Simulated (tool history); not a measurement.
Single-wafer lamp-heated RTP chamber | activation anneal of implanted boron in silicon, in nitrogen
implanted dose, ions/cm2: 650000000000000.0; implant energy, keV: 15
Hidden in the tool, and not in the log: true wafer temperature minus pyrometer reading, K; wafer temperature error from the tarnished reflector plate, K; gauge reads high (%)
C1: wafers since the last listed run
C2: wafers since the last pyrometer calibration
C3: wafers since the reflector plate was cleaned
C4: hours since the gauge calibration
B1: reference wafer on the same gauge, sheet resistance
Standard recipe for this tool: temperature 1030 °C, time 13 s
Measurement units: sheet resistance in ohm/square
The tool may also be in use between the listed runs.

{"run": 1, "day": 0.0, "temperature": 1013, "time": 13, "C1": 0, "C2": 6636, "C3": 8664, "C4": 2279.2, "B1": 188.19, "sheet resistance": 175.82}
{"run": 2, "day": 4.375, "temperature": 1030, "time": 13, "C1": 1971, "C2": 8607, "C3": 10635, "C4": 2384.2, "B1": 187.73, "sheet resistance": 174.79}
{"run": 3, "day": 6.104, "temperature": 1030, "time": 13, "C1": 779, "C2": 9386, "C3": 11414, "C4": 2425.7, "B1": 187.85, "sheet resistance": 173.49}
{"run": 4, "day": 9.492, "temperature": 1030, "time": 13, "C1": 1526, "C2": 10913, "C3": 12941, "C4": 2507, "B1": 187.59, "sheet resistance": 176.1}
{"run": 5, "day": 13.3, "temperature": 1030, "time": 16, "C1": 1715, "C2": 12629, "C3": 14657, "C4": 2598.4, "B1": 187.47, "sheet resistance": 173.38}
{"day": 14.017, "done": "reflector plate cleaned"}
{"day": 15.65, "done": "pyrometer window cleaned and pyrometer calibrated"}
{"run": 6, "day": 15.758, "temperature": 1030, "time": 16, "C1": 807, "C2": 49, "C3": 635, "C4": 2657.4, "B1": 187.13, "sheet resistance": 174.93}
{"run": 7, "day": 18.321, "temperature": 1030, "time": 11, "C1": 1154, "C2": 1203, "C3": 1790, "C4": 2718.9, "B1": 187.32, "sheet resistance": 173.8}
{"run": 8, "day": 20.683, "temperature": 1023, "time": 13, "C1": 1064, "C2": 2268, "C3": 2854, "C4": 2775.6, "B1": 187.16, "sheet resistance": 174.76}
{"day": 23.458, "done": "gauge calibrated"}
{"run": 9, "day": 24.488, "temperature": 1023, "time": 13, "C1": 1714, "C2": 3982, "C3": 4568, "C4": 24.7, "B1": 191.59, "sheet resistance": 178.67}
{"run": 10, "day": 28.675, "temperature": 1051, "time": 13, "C1": 1886, "C2": 5869, "C3": 6455, "C4": 125.2, "B1": 191.07, "sheet resistance": 176.79}
{"run": 11, "day": 31.162, "temperature": 1041, "time": 17, "C1": 1120, "C2": 6990, "C3": 7576, "C4": 184.9, "B1": 191.17, "sheet resistance": 178.18}
{"run": 12, "day": 33.871, "temperature": 1030, "time": 13, "C1": 1220, "C2": 8210, "C3": 8796, "C4": 249.9, "B1": 191.08, "sheet resistance": 178.13}
{"run": 13, "day": 36.312, "temperature": 1015, "time": 8, "C1": 1100, "C2": 9310, "C3": 9896, "C4": 308.5, "B1": 190.72, "sheet resistance": 180.51}
{"run": 14, "day": 39.062, "temperature": 1030, "time": 13, "C1": 1239, "C2": 10549, "C3": 11135, "C4": 374.5, "B1": 191.09, "sheet resistance": 178.36}
{"run": 15, "day": 42.771, "temperature": 1019, "time": 18, "C1": 1670, "C2": 12220, "C3": 12806, "C4": 463.5, "B1": 190.78, "sheet resistance": 179.15}
{"day": 44.754, "done": "pyrometer window cleaned and pyrometer calibrated"}
{"day": 46.1, "done": "reflector plate cleaned"}
{"run": 16, "day": 46.121, "temperature": 1018, "time": 9, "C1": 1209, "C2": 466, "C3": 9, "C4": 543.9, "B1": 190.55, "sheet resistance": 179.39}
{"run": 17, "day": 48.129, "temperature": 1002, "time": 18, "C1": 904, "C2": 1371, "C3": 914, "C4": 592.1, "B1": 190.27, "sheet resistance": 181.27}
{"run": 18, "day": 52.558, "temperature": 1047, "time": 10, "C1": 1995, "C2": 3366, "C3": 2909, "C4": 698.4, "B1": 190.64, "sheet resistance": 175.93}
{"run": 19, "day": 54.729, "temperature": 1011, "time": 13, "C1": 978, "C2": 4345, "C3": 3888, "C4": 750.5, "B1": 190.17, "sheet resistance": 180.36}
{"run": 20, "day": 56.492, "temperature": 1030, "time": 13, "C1": 794, "C2": 5139, "C3": 4682, "C4": 792.8, "B1": 190.25, "sheet resistance": 177.91}
{"run": 21, "day": 63.071, "temperature": 1002, "time": 18, "C1": 2964, "C2": 8103, "C3": 7646, "C4": 950.7, "B1": 190.24, "sheet resistance": 181.88}
{"run": 22, "day": 65.033, "temperature": 1057, "time": 19, "C1": 884, "C2": 8987, "C3": 8530, "C4": 997.8, "B1": 190.24, "sheet resistance": 175.74}
{"run": 23, "day": 69.267, "temperature": 1030, "time": 13, "C1": 1907, "C2": 10895, "C3": 10438, "C4": 1099.4, "B1": 190.22, "sheet resistance": 178.01}
{"run": 24, "day": 72.596, "temperature": 1030, "time": 10, "C1": 1500, "C2": 12395, "C3": 11938, "C4": 1179.3, "B1": 190.14, "sheet resistance": 177.21}
{"day": 73.842, "done": "reflector plate cleaned"}
{"run": 25, "day": 74.85, "temperature": 1051, "time": 13, "C1": 865, "C2": 13260, "C3": 454, "C4": 1233.4, "B1": 189.98, "sheet resistance": 175.77}
{"run": 26, "day": 76.45, "temperature": 1030, "time": 13, "C1": 720, "C2": 13981, "C3": 1175, "C4": 1271.8, "B1": 189.72, "sheet resistance": 176.68}
{"day": 77.362, "done": "pyrometer window cleaned and pyrometer calibrated"}
{"run": 27, "day": 80.317, "temperature": 1043, "time": 20, "C1": 1592, "C2": 1331, "C3": 2767, "C4": 1364.6, "B1": 189.78, "sheet resistance": 175.06}
{"run": 28, "day": 83.862, "temperature": 1030, "time": 13, "C1": 1597, "C2": 2928, "C3": 4364, "C4": 1449.7, "B1": 189.7, "sheet resistance": 176.06}
{"run": 29, "day": 88.012, "temperature": 1014, "time": 6, "C1": 1869, "C2": 4798, "C3": 6234, "C4": 1549.3, "B1": 188.99, "sheet resistance": 180.03}
{"run": 30, "day": 91.3, "temperature": 1010, "time": 8, "C1": 1481, "C2": 6280, "C3": 7715, "C4": 1628.2, "B1": 189.33, "sheet resistance": 179.45}
{"run": 31, "day": 93.812, "temperature": 1010, "time": 8, "C1": 1132, "C2": 7412, "C3": 8848, "C4": 1688.5, "B1": 189.5, "sheet resistance": 178.98}
{"run": 32, "day": 95.512, "temperature": 1000, "time": 18, "C1": 765, "C2": 8178, "C3": 9614, "C4": 1729.3, "B1": 189.31, "sheet resistance": 179.92}
{"run": 33, "day": 98.729, "temperature": 1048, "time": 13, "C1": 1449, "C2": 9627, "C3": 11063, "C4": 1806.5, "B1": 189.28, "sheet resistance": 174.89}
{"run": 34, "day": 101.517, "temperature": 1008, "time": 13, "C1": 1255, "C2": 10883, "C3": 12319, "C4": 1873.4, "B1": 189.02, "sheet resistance": 178.5}
{"day": 104.858, "done": "pyrometer window cleaned and pyrometer calibrated"}
{"run": 35, "day": 106.004, "temperature": 1050, "time": 11, "C1": 1871, "C2": 515, "C3": 14191, "C4": 1981.1, "B1": 188.76, "sheet resistance": 174.93}
{"day": 106.379, "done": "reflector plate cleaned"}
{"run": 36, "day": 109.558, "temperature": 1048, "time": 8, "C1": 1451, "C2": 1967, "C3": 1433, "C4": 2066.4, "B1": 188.7, "sheet resistance": 175.78}

Difference, measured minus no-hidden-state, one row per run. Run-to-run variation is common to both terms; the gauge's own scatter need not be:
run=1 sheet_resistance=-2.89
run=2 sheet_resistance=-3.01
run=3 sheet_resistance=-3.04
run=4 sheet_resistance=-3.19
run=5 sheet_resistance=-3.25
run=6 sheet_resistance=-3.36
run=7 sheet_resistance=-3.41
run=8 sheet_resistance=-3.5
run=9 sheet_resistance=+0.39
run=10 sheet_resistance=+0.27
run=11 sheet_resistance=+0.2
run=12 sheet_resistance=+0.11
run=13 sheet_resistance=+0.04
run=14 sheet_resistance=-0.04
run=15 sheet_resistance=-0.15
run=16 sheet_resistance=-0.26
run=17 sheet_resistance=-0.32
run=18 sheet_resistance=-0.44
run=19 sheet_resistance=-0.51
run=20 sheet_resistance=-0.56
run=21 sheet_resistance=-0.78
run=22 sheet_resistance=-0.81
run=23 sheet_resistance=-0.95
run=24 sheet_resistance=-1.04
run=25 sheet_resistance=-1.11
run=26 sheet_resistance=-1.15
run=27 sheet_resistance=-1.26
run=28 sheet_resistance=-1.37
run=29 sheet_resistance=-1.53
run=30 sheet_resistance=-1.62
run=31 sheet_resistance=-1.7
run=32 sheet_resistance=-1.76
run=33 sheet_resistance=-1.81
run=34 sheet_resistance=-1.93
run=35 sheet_resistance=-2.03
run=36 sheet_resistance=-2.14

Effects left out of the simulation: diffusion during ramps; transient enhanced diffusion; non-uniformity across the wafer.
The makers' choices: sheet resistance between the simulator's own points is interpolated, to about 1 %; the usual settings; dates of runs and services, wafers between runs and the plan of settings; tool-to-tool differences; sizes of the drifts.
